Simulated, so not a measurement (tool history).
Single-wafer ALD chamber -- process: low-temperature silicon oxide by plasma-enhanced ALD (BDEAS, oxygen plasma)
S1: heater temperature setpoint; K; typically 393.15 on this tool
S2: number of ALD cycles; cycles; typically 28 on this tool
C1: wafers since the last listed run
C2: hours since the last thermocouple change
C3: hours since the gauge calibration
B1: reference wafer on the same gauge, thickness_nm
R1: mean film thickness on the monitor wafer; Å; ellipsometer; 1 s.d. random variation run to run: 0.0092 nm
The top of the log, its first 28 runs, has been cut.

Run 29, hour 709.1: usual settings but S1 380.15 K, S2 33 cycles; C1 123; C2 150.9; C3 346.5; B1 3.480. Result: R1 45.88 Å.
Run 30, hour 738.3: usual settings but S1 400.15 K, S2 26 cycles; C1 212; C2 180.1; C3 375.7; B1 3.480. Result: R1 35.09 Å.
Run 31, hour 771.9: usual settings but S1 387.15 K, S2 26 cycles; C1 244; C2 213.7; C3 409.3; B1 3.480. Result: R1 35.85 Å.
Run 32, hour 789.2: usual settings; C1 125; C2 231.0; C3 426.6; B1 3.479. Result: R1 38.23 Å.
Run 33, hour 802.1: usual settings; C1 93; C2 243.9; C3 439.5; B1 3.480. Result: R1 38.14 Å.
Run 34, hour 830.7: usual settings but S1 379.15 K, S2 30 cycles; C1 208; C2 272.5; C3 468.1; B1 3.482. Result: R1 41.76 Å.
Run 35, hour 875.9: usual settings; C1 329; C2 317.7; C3 513.3; B1 3.481. Result: R1 38.40 Å.
Run 36, hour 892.3: usual settings; C1 119; C2 334.1; C3 529.7; B1 3.480. Result: R1 38.33 Å.
Run 37, hour 910.9: usual settings but S1 389.15 K; C1 135; C2 352.7; C3 548.3; B1 3.480. Result: R1 38.54 Å.
Run 38, hour 992.5: usual settings but S1 378.15 K, S2 32 cycles; C1 594; C2 434.3; C3 629.9; B1 3.480. Result: R1 44.92 Å.
Run 39, hour 1021.7: usual settings but S1 404.15 K; C1 212; C2 463.5; C3 659.1; B1 3.479. Result: R1 37.60 Å.
Run 40, hour 1050.3: usual settings; C1 208; C2 492.1; C3 687.7; B1 3.480. Result: R1 38.14 Å.
Run 41, hour 1068.2: usual settings but S1 398.15 K, S2 23 cycles; C1 130; C2 510.0; C3 705.6; B1 3.480. Result: R1 31.17 Å.
Run 42, hour 1174.4: usual settings but S1 381.15 K, S2 32 cycles; C1 773; C2 616.2; C3 811.8; B1 3.480. Result: R1 44.63 Å.
Run 43, hour 1201.7: usual settings but S1 384.15 K, S2 33 cycles; C1 198; C2 643.5; C3 839.1; B1 3.480. Result: R1 45.60 Å.

Here are 5 independent what-if runs from the current tool condition. What would each one return?
Run A, hour 1202.1: usual settings but S2 33 cycles; C1 2; C2 643.9; C3 839.5; B1 ?. Result: R1 ?.
Run B, hour 1202.1: usual settings but S1 405.15 K, S2 31 cycles; C1 2; C2 643.9; C3 839.5; B1 ?. Result: R1 ?.
Run C, hour 1202.1: usual settings but S1 401.15 K, S2 32 cycles; C1 2; C2 643.9; C3 839.5; B1 ?. Result: R1 ?.
Run D, hour 1202.1: usual settings but S2 22 cycles; C1 2; C2 643.9; C3 839.5; B1 ?. Result: R1 ?.
Run E, hour 1202.1: usual settings but S1 405.15 K, S2 32 cycles; C1 2; C2 643.9; C3 839.5; B1 ?. Result: R1 ?.

run     B1     R1
  A  3.479  44.98
  B  3.479  41.42
  C  3.479  43.04
  D  3.479  29.99
  E  3.479  42.75
Without the tool's hidden state the same runs would have given:
run     R1
  A  44.98
  B  41.42
  C  43.04
  D  29.99
  E  42.75

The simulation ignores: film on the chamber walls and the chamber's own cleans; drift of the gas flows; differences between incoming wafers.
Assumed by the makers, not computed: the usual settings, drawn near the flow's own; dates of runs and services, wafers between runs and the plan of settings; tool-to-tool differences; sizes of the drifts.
